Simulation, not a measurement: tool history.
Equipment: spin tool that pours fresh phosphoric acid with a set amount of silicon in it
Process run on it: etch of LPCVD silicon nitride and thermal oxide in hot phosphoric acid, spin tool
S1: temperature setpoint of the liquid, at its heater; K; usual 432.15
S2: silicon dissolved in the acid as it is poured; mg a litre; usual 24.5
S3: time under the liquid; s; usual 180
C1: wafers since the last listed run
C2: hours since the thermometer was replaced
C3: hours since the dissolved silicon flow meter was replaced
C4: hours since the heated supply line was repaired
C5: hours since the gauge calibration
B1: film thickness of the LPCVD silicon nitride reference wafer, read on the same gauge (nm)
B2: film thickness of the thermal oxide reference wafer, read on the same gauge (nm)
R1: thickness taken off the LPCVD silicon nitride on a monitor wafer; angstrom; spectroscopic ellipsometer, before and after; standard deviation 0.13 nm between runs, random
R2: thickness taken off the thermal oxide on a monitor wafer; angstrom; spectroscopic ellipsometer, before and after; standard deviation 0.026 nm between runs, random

run    hour      S1    S2   S3   C1      C2     C3      C4      C5     B1      B2     R1    R2
  1     0.0  432.15  18.5  180    0  1504.1  199.9   741.7  1317.8  79.97  40.001  147.9  2.35
  2    93.3  432.15  18.5  180  869  1597.4  293.2   835.0  1411.1  80.00  40.014  146.1  2.65
  3   154.6  432.15  24.5  180  570  1658.7  354.5   896.3  1472.4  79.99  40.003  144.2  1.82
      230.6  -- dissolved silicon flow meter replaced
  4   245.6  432.15  24.5  180  838  1749.7   15.0   987.3  1563.4  80.01  39.995  144.7  2.42
      265.6  -- gauge calibrated
      329.0  -- thermometer replaced
  5   340.5  432.15  24.5  180  874    11.5  109.9  1082.2    74.9  80.01  40.012  144.8  1.87
  6   407.6  432.15  24.5  180  625    78.6  177.0  1149.3   142.0  80.02  39.993  143.2  1.85
  7   452.7  432.15  34.5  180  420   123.7  222.1  1194.4   187.1  79.98  39.987  141.7  1.24
  8   518.8  432.15  34.5  180  615   189.8  288.2  1260.5   253.2  79.99  40.018  140.0  1.39
  9   579.5  432.15  24.5  180  565   250.5  348.9  1321.2   313.9  79.97  40.004  142.2  2.17
      669.7  -- dissolved silicon flow meter replaced
 10   676.4  432.15  41.0  260  893   347.4    6.7  1418.1   410.8  80.04  39.975  201.1  1.34
 11   719.6  434.15  24.5  180  402   390.6   49.9  1461.3   454.0  80.00  40.015  150.2  1.87
 12   826.1  429.65  24.5  240  991   497.1  156.4  1567.8   560.5  80.04  39.970  165.8  2.50
 13   907.8  432.15  35.5  180  760   578.8  238.1  1649.5   642.2  80.01  39.982  138.8  1.41
 14   996.5  432.15  13.5  180  826   667.5  326.8  1738.2   730.9  79.99  39.996  136.1  2.49
     1041.4  -- dissolved silicon flow meter replaced
 15  1079.1  429.65  43.0  275  760   750.1   37.7  1820.8   813.5  80.04  39.999  185.6  1.01
     1081.3  -- heated supply line repaired
 16  1123.4  432.15  15.0  280  403   794.4   82.0    42.1   857.8  80.03  39.991  237.4  4.77
 17  1213.5  432.15  34.5  180  839   884.5  172.1   132.2   947.9  80.05  40.007  151.1  1.82

Forecast run 18:
 18  1285.4  429.65  41.5  280  669  956.4  244.0  204.1  1019.8   ?   ?   ?   ?

For run 18 the tool returned B1 80.01, B2 40.001, R1 213.5 angstrom, R2 1.43 angstrom.
With no hidden state in the tool, this same run would have given R1 220.1 angstrom, R2 1.53 angstrom.
